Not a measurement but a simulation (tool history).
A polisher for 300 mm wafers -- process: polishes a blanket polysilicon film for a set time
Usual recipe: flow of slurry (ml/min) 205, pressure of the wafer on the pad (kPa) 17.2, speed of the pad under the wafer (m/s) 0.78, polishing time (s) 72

| run | hour | flow of slurry (ml/min) | pressure of the wafer on the pad (kPa) | speed of the pad under the wafer (m/s) | polishing time (s) | incoming thickness of the incoming film, nm | film removed (nm) |
|---|---|---|---|---|---|---|---|
| 1 | 0 | 205 | 17.2 | 0.78 | 72 | 2061.2 | 346.4 |
| 2 | 10.6 | 205 | 17.2 | 0.78 | 66 | 2023 | 309.1 |
| 3 | 25.6 | 205 | 17.2 | 0.78 | 66 | 2040.6 | 301.1 |
| 4 | 39.3 | 205 | 18.6 | 0.78 | 72 | 2022.5 | 354.2 |
| 5 | 53.5 | 205 | 18.6 | 0.78 | 72 | 2030.5 | 346.6 |
|  | 67.9 | worn pad replaced by a new one |
| 6 | 68.4 | 205 | 18.6 | 0.78 | 72 | 2027.5 | 329.5 |
| 7 | 71.7 | 205 | 17.2 | 0.78 | 72 | 2050.7 | 320.6 |
| 8 | 84.3 | 205 | 17.2 | 0.78 | 72 | 2021 | 303.7 |
| 9 | 97.4 | 205 | 17.2 | 0.78 | 72 | 2053 | 300.4 |
|  | 113 | worn pad replaced by a new one, repeated, since the last time left the tool worse |
| 10 | 113.5 | 205 | 17.2 | 0.78 | 72 | 2055.8 | 339.8 |
| 11 | 123.3 | 205 | 17.2 | 0.78 | 72 | 1996.5 | 337.1 |
|  | 129.8 | slurry nozzle cleaned |
| 12 | 140.7 | 205 | 17.2 | 0.78 | 72 | 1994 | 337.8 |
| 13 | 153 | 205 | 17.2 | 0.78 | 72 | 2056.4 | 334.7 |
| 14 | 166.4 | 205 | 17.2 | 0.78 | 72 | 2055.3 | 334.1 |
| 15 | 172.5 | 255 | 17.2 | 0.78 | 47 | 2031.1 | 216.9 |
| 16 | 179.1 | 205 | 17.2 | 0.78 | 72 | 2038.9 | 327.1 |

For run 17, what comes out?
|  | 191.4 | worn pad replaced by a new one |
|  | 191.9 | head pressure recalibrated |
| 17 | 195.9 | 140 | 21.4 | 0.52 | 72 | 2070.8 | ? |

{"run 17": {"film removed (nm)": 255.4}}
Minus the tool's unlogged condition, the same run would have read film removed (nm) 260.5.

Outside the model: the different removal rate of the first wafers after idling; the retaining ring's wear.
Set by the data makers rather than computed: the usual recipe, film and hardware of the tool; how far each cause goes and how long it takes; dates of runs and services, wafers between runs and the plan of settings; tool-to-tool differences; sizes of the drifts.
